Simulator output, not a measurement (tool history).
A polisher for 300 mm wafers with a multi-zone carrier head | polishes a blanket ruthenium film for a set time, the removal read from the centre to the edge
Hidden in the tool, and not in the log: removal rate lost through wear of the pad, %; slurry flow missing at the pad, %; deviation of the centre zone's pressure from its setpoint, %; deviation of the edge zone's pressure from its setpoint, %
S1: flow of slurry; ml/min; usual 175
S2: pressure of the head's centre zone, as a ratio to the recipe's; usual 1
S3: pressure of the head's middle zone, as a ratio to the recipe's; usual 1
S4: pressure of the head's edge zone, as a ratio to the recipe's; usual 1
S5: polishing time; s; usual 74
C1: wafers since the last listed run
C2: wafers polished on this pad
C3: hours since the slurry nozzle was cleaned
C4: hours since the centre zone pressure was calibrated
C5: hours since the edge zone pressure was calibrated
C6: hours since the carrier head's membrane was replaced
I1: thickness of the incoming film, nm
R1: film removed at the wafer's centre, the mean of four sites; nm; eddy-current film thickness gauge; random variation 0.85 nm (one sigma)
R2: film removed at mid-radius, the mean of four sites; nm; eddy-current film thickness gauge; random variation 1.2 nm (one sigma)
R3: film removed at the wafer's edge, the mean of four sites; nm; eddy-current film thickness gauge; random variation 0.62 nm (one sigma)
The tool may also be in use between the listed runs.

run,hour,S1,S2,S3,S4,S5,C1,C2,C3,C4,C5,C6,I1,R1,R2,R3
1,0,175,1,1,1,74,0,586,42,862,339.3,535.2,439,80,81,80.9
# hour 51.8: carrier head's membrane replaced by a new one
2,102.6,175,1,1,1,74,1201,1788,144.6,964.6,441.9,50.8,439.2,78.5,78.9,80.3
3,196.7,175,1,1,1,74,1158,2946,238.7,1058.7,536,144.9,435.4,77.4,80.8,80.3
# hour 241.3: worn pad replaced by a new one
4,256.1,175,1,1,1,74,682,181,298.1,1118.1,595.4,204.3,438.5,77,78.2,78.9
5,339.3,175,1,1,1,74,1024,1206,381.3,1201.3,678.6,287.5,442.4,76.6,78.8,79
6,377.7,175,1,1,1,74,472,1678,419.7,1239.7,717,325.9,443.1,76.3,76.6,78.6
# hour 416.4: slurry nozzle cleaned
# hour 454.2: edge zone pressure recalibrated
7,454.7,175,1,1,1,74,911,2590,38.3,1316.7,0.5,402.9,433.3,78.3,81.2,80.4
8,508.5,175,1,1,1,74,662,3252,92.1,1370.5,54.3,456.7,440.6,78.9,79.4,79.9
# hour 544.5: centre zone pressure recalibrated
# hour 548.5: worn pad replaced by a new one
9,549,175,1,1,1,74,424,6,132.6,4.5,94.8,497.2,448.4,77.6,77.9,79.8
10,614.2,175,1,1,1,74,802,809,197.8,69.7,160,562.4,444.5,77.4,79.3,80.3
# hour 637.7: carrier head's membrane replaced by a new one
11,690.5,220,1,0.93,1.07,62,877,1687,274.1,146,236.3,52.8,431.8,68,64.1,70.5
12,747.2,175,0.97,1,0.97,74,698,2385,330.8,202.7,293,109.5,437.1,73.8,77.3,77.4
13,790.7,175,1,1,1,74,535,2920,374.3,246.2,336.5,153,432.6,78.1,76.9,78.2
# hour 847.7: worn pad replaced by a new one, of another model than before
14,859.3,175,1,1,1,74,795,143,442.9,314.8,405.1,221.6,445,78.8,79.9,78.3
# hour 985.3: slurry nozzle cleaned
# hour 1118: worn pad replaced by a new one
15,1169.9,155,1,1,1,74,3762,639,184.6,625.4,715.7,532.2,446.6,77.4,78.2,78.4
# hour 1199.9: carrier head's membrane replaced by a new one
16,1250.1,175,1,1,1,74,925,1565,264.8,705.6,795.9,50.2,450.2,77.4,81,78.8
17,1330.3,175,0.91,1,1,98,987,2552,345,785.8,876.1,130.4,439.8,93.9,103.6,106.6
18,1367.5,175,1.11,1.11,1,74,458,3010,382.2,823,913.3,167.6,439.7,87.6,86.5,78.7
# hour 1407.3: edge zone pressure recalibrated
# hour 1423.7: worn pad replaced by a new one
19,1424.1,175,1,1,1,52,622,4,438.8,879.6,16.8,224.2,430.9,54.4,55.1,56.3
20,1486.8,175,1,1,1,74,771,776,501.5,942.3,79.5,286.9,441.1,78.4,78,77.8

What the log doesn't show, run by run:
removal rate lost through wear of the pad, %: 0 in every run
deviation of the centre zone's pressure from its setpoint, %: 0 in every run
deviation of the edge zone's pressure from its setpoint, %: 0 in every run
H1: slurry flow missing at the pad, %
run,H1
1,4.34
2,11.5
3,15.3
4,16.8
5,18.3
6,18.7
7,5.14
8,9.49
9,12
10,15
11,17.4
12,18.6
13,19.3
14,20.1
15,16.4
16,19
17,20.7
18,21.3
19,22
20,22.5

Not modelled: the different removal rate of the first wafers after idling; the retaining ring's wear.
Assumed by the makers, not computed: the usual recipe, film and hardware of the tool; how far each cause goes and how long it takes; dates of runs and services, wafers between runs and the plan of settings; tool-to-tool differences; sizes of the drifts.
